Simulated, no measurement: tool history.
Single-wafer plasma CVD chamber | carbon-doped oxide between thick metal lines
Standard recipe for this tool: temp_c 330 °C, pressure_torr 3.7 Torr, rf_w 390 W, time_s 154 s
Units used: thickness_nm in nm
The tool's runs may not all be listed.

run    day  temp_c  pressure_torr  rf_w  time_s  read-back reference wafer on the same gauge, thickness_nm  thickness_nm
  1      0     330            3.7   390     154                                                    675.621        662.86
  2  0.354     330            3.7   390     154                                                    676.224       662.996
  3  0.671     330            3.7   415     154                                                     676.21       693.632
  4  1.162     330            3.7   415     154                                                    675.879       692.974
  5  1.825     330            3.7   390     154                                                     675.77       662.704
  6  2.108     330            3.7   390     154                                                    675.659       661.675
  7  3.233     330            3.7   390     154                                                    676.157       662.493
  8  3.804     330            3.7   390     154                                                    675.989        660.46
  9  4.083     338            3.7   390     154                                                    676.159       645.629
 10  4.646     330            3.7   390     154                                                     675.42       661.318
 11  4.904     323            3.7   390     154                                                    675.854        678.27
 12  5.475     326            3.7   360     134                                                    675.869       532.369
 13  6.104     339           3.13   345     166                                                    675.961       596.877
 14  6.121     330            3.7   390     154                                                    675.831       636.394
 15  6.538     330            3.7   355     154                                                    676.208       594.435
 16  7.142     330            3.7   390     154                                                    675.695       637.542
 17  7.679     330            3.7   390     154                                                    676.224       689.984
 18  7.971     330            3.7   390     154                                                     676.09       690.097
 19  8.404     330            3.7   390     183                                                    675.886       817.939
 20   8.95     334            3.7   390     182                                                    676.224       801.467

Put back what was entered between runs (6 entries, withheld): which listed runs does each sit between, and how does the hidden state differ from the listed run before to the listed run after?
In the gap between runs 7 and 8: capacitance manometer re-zeroed and calibrated (day 3.783)
  delivered RF power above the setpoint (%): -5.56 -> -5.63
  measured minus no-state result, thickness_nm: -27.699 -> -27.985 nm
In the gap between runs 11 and 12: RF generator calibrated (day 5.454)
  delivered RF power above the setpoint (%): -5.76 -> -10.4
  measured minus no-state result, thickness_nm: -29.484 -> -43.991 nm
In the gap between runs 12 and 13: gauge calibrated (day 5.517); thermocouple changed; heater temperature recalibrated (day 6.046); showerhead replaced (day 6.083)
  no hidden state differs between the two runs
  measured minus no-state result, thickness_nm: -43.991 -> -49.324 nm
In the gap between runs 16 and 17: RF generator calibrated, repeated, since the last time left the tool worse (day 7.658)
  delivered RF power above the setpoint (%): -10.4 -> -0.12
  measured minus no-state result, thickness_nm: -52.388 -> -0.577 nm

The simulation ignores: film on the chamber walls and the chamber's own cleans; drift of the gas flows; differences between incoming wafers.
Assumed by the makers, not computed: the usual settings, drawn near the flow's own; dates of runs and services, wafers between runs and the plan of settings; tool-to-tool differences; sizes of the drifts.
